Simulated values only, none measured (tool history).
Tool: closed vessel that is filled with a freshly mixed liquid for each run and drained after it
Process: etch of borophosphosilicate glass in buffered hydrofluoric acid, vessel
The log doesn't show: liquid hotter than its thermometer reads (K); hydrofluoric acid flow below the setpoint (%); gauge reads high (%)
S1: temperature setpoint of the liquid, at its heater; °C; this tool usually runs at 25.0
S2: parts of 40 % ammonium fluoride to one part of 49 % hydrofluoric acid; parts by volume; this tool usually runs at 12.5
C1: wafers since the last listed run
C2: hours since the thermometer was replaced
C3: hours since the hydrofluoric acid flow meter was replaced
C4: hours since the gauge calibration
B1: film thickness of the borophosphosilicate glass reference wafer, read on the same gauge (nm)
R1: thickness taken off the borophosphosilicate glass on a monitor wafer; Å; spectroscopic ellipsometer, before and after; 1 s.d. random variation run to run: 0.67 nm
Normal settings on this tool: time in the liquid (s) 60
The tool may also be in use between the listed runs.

Run 1, day 0.000: usual settings; C1 0; C2 1513.1; C3 1887.2; C4 264.1; B1 140.00. Result: R1 1194.0 Å.
Run 2, day 1.371: usual settings; C1 4927; C2 1546.0; C3 1920.1; C4 297.0; B1 139.99. Result: R1 1209.9 Å.
Run 3, day 2.879: usual settings; C1 5421; C2 1582.2; C3 1956.3; C4 333.2; B1 140.00. Result: R1 1195.7 Å.
Run 4, day 5.592: usual settings but time in the liquid (s) 70; C1 9749; C2 1647.3; C3 2021.4; C4 398.3; B1 139.96. Result: R1 1395.5 Å.
Run 5, day 6.871: usual settings; C1 4597; C2 1678.0; C3 2052.1; C4 429.0; B1 140.04. Result: R1 1196.5 Å.
Run 6, day 8.038: usual settings; C1 4193; C2 1706.0; C3 2080.1; C4 457.0; B1 139.98. Result: R1 1201.4 Å.
Run 7, day 14.588: usual settings; C1 23543; C2 1863.2; C3 2237.3; C4 614.2; B1 140.04. Result: R1 1198.2 Å.
At day 14.825: hydrofluoric acid flow meter replaced.
Run 8, day 17.138: usual settings but S2 9.0 parts by volume; C1 9015; C2 1924.4; C3 55.5; C4 675.4; B1 140.01. Result: R1 1601.9 Å.
Run 9, day 20.079: usual settings but S2 9.0 parts by volume; C1 10573; C2 1995.0; C3 126.1; C4 746.0; B1 140.02. Result: R1 1617.3 Å.
Run 10, day 21.112: usual settings but S1 28.5 °C; C1 3714; C2 2019.8; C3 150.9; C4 770.8; B1 140.02. Result: R1 1455.0 Å.
Run 11, day 23.454: usual settings; C1 8416; C2 2076.0; C3 207.1; C4 827.0; B1 139.96. Result: R1 1221.7 Å.
Run 12, day 26.417: usual settings but S2 7.5 parts by volume, time in the liquid (s) 95; C1 10648; C2 2147.1; C3 278.2; C4 898.1; B1 139.97. Result: R1 3120.6 Å.
At day 28.475: gauge calibrated.
At day 31.925: thermometer replaced.
Run 13, day 32.538: usual settings but S1 22.5 °C, S2 14.0 parts by volume, time in the liquid (s) 30; C1 21850; C2 14.7; C3 425.1; C4 97.5; B1 140.00. Result: R1 450.3 Å.
Run 14, day 34.400: usual settings but time in the liquid (s) 85; C1 6694; C2 59.4; C3 469.8; C4 142.2; B1 140.02. Result: R1 1609.1 Å.
Run 15, day 36.158: usual settings but S2 15.5 parts by volume, time in the liquid (s) 35; C1 6320; C2 101.6; C3 512.0; C4 184.4; B1 140.03. Result: R1 546.8 Å.
Run 16, day 37.346: usual settings but S1 23.0 °C, time in the liquid (s) 35; C1 4268; C2 130.1; C3 540.5; C4 212.9; B1 139.97. Result: R1 598.6 Å.
Run 17, day 39.104: usual settings; C1 6320; C2 172.3; C3 582.7; C4 255.1; B1 140.01. Result: R1 1140.7 Å.
Run 18, day 41.112: usual settings; C1 7218; C2 220.5; C3 630.9; C4 303.3; B1 140.01. Result: R1 1143.7 Å.

Selected run-to-run steps in R1, each split into two signed amounts: the part the tool would show with no hidden state at all (from settings, incoming material and random variation), and the remainder, which goes to the hidden state together with any gauge scatter not common to the measured and the hidden-state-free results:
Run 12 -> 13: S1 25.0 -> 22.5, S2 7.5 -> 14.0, time in the liquid (s) 95 -> 30, gauge calibrated, thermometer replaced. R1 -2670.3 Å: hidden state -178.7, all else -2491.6.
